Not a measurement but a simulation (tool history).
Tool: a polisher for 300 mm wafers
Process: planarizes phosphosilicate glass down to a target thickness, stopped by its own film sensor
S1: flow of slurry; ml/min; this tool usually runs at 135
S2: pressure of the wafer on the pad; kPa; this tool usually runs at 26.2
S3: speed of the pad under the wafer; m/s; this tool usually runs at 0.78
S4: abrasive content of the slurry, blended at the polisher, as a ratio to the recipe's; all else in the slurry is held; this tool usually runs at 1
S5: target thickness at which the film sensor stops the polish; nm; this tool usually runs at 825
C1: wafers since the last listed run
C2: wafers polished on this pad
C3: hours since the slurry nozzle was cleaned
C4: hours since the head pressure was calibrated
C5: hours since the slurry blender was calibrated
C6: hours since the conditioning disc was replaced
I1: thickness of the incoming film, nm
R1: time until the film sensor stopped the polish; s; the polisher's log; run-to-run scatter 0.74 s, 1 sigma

Run 1, hour 0: usual settings but S3 0.7 m/s; C1 0; C2 194; C3 523.8; C4 465.6; C5 159.8; C6 273.6; I1 1390.1. Result: R1 102.7 s.
Run 2, hour 7.9: usual settings but S3 0.7 m/s; C1 58; C2 253; C3 531.7; C4 473.5; C5 167.7; C6 281.5; I1 1388.5. Result: R1 100.9 s.
Run 3, hour 16.8: usual settings; C1 66; C2 320; C3 540.6; C4 482.4; C5 176.6; C6 290.4; I1 1370.9. Result: R1 91.7 s.
Run 4, hour 31.9: usual settings but S3 0.88 m/s; C1 112; C2 432; C3 555.7; C4 497.5; C5 191.7; C6 305.5; I1 1368.2. Result: R1 83.6 s.
Run 5, hour 44.2: usual settings but S3 0.88 m/s; C1 91; C2 524; C3 568; C4 509.8; C5 204; C6 317.8; I1 1367.5. Result: R1 83.3 s.
Run 6, hour 50.6: usual settings but S3 0.88 m/s; C1 47; C2 572; C3 574.4; C4 516.2; C5 210.4; C6 324.2; I1 1367.1. Result: R1 83.7 s.
Run 7, hour 64.7: usual settings; C1 105; C2 677; C3 588.5; C4 530.3; C5 224.5; C6 338.3; I1 1380.8. Result: R1 93.6 s.
Run 8, hour 80.6: usual settings; C1 118; C2 796; C3 604.4; C4 546.2; C5 240.4; C6 354.2; I1 1370.6. Result: R1 91.4 s.
Run 9, hour 95.8: usual settings; C1 113; C2 909; C3 619.6; C4 561.4; C5 255.6; C6 369.4; I1 1373.3. Result: R1 92.3 s.
At hour 123.5: worn pad replaced by a new one.
Run 10, hour 126.3: usual settings; C1 197; C2 21; C3 650.1; C4 591.9; C5 286.1; C6 399.9; I1 1382. Result: R1 95.2 s.
Run 11, hour 141.6: usual settings but S1 165 ml/min; C1 114; C2 135; C3 665.4; C4 607.2; C5 301.4; C6 415.2; I1 1397.7. Result: R1 94 s.
At hour 158.1: slurry blender recalibrated.
At hour 161.1: head pressure recalibrated.
Run 12, hour 180.9: usual settings but S1 165 ml/min; C1 263; C2 398; C3 704.7; C4 19.8; C5 22.8; C6 454.5; I1 1393.9. Result: R1 92.4 s.
At hour 191.5: slurry nozzle cleaned.
Run 13, hour 192: usual settings; C1 75; C2 473; C3 0.5; C4 30.9; C5 33.9; C6 465.6; I1 1365.1. Result: R1 91.3 s.
Run 14, hour 199.3: usual settings but S1 115 ml/min, S3 0.56 m/s, S4 0.7; C1 54; C2 528; C3 7.8; C4 38.2; C5 41.2; C6 472.9; I1 1405.4. Result: R1 140.7 s.
Run 15, hour 214: usual settings but S2 22.1 kPa, S4 0.75, S5 988 nm; C1 109; C2 638; C3 22.5; C4 52.9; C5 55.9; C6 487.6; I1 1391.5. Result: R1 78.7 s.
At hour 217.4: conditioning disc replaced and pad reconditioned.
Run 16, hour 225.7: usual settings but S1 155 ml/min, S3 0.98 m/s, S5 976 nm; C1 72; C2 710; C3 34.2; C4 64.6; C5 67.6; C6 8.3; I1 1381.8. Result: R1 48.7 s.
Run 17, hour 234.2: usual settings; C1 63; C2 773; C3 42.7; C4 73.1; C5 76.1; C6 16.8; I1 1385.1. Result: R1 82.3 s.
Run 18, hour 260.7: usual settings but S3 1.02 m/s, S5 927 nm; C1 197; C2 971; C3 69.2; C4 99.6; C5 102.6; C6 43.3; I1 1392.5. Result: R1 57.9 s.
Run 19, hour 276.9: usual settings but S3 1.04 m/s; C1 120; C2 1092; C3 85.4; C4 115.8; C5 118.8; C6 59.5; I1 1397.8. Result: R1 70.1 s.
At hour 286: worn pad replaced by a new one.
Run 20, hour 286.5: usual settings but S3 1.02 m/s, S5 927 nm; C1 41; C2 3; C3 95; C4 125.4; C5 128.4; C6 69.1; I1 1374.9. Result: R1 56.3 s.
Run 21, hour 296.2: usual settings; C1 72; C2 76; C3 104.7; C4 135.1; C5 138.1; C6 78.8; I1 1369.6. Result: R1 84.5 s.
Run 22, hour 332.3: usual settings but S3 0.96 m/s; C1 269; C2 345; C3 140.8; C4 171.2; C5 174.2; C6 114.9; I1 1400.8. Result: R1 76.6 s.
Run 23, hour 342.4: usual settings but S4 0.85, S5 689 nm; C1 75; C2 421; C3 150.9; C4 181.3; C5 184.3; C6 125; I1 1366.3. Result: R1 110.1 s.
Run 24, hour 349.1: usual settings but S4 1.2, S5 674 nm; C1 49; C2 471; C3 157.6; C4 188; C5 191; C6 131.7; I1 1402.6. Result: R1 109.6 s.
Run 25, hour 359.9: usual settings but S1 105 ml/min, S3 0.6 m/s, S4 0.85; C1 80; C2 551; C3 168.4; C4 198.8; C5 201.8; C6 142.5; I1 1400.3. Result: R1 122.9 s.

Per-run results on a tool with no hidden state, each run keeping its own random variation:
What the log doesn't record here: removal rate lost through wear of the pad, %; slurry flow missing at the pad, %; deviation of the head's pressure from its setpoint, %; abrasive missing from the slurry, %; time polished since the conditioner stopped cutting, s.
run     R1
  1     90
  2   88.3
  3   79.2
  4   71.1
  5   70.7
  6     71
  7   80.4
  8   78.4
  9   79.1
 10   81.4
 11   80.3
 12   78.7
 13   77.7
 14  124.2
 15   67.7
 16     48
 17   80.7
 18   54.9
 19   65.5
 20   52.3
 21   79.2
 22   69.4
 23  100.9
 24  100.1
 25  113.9
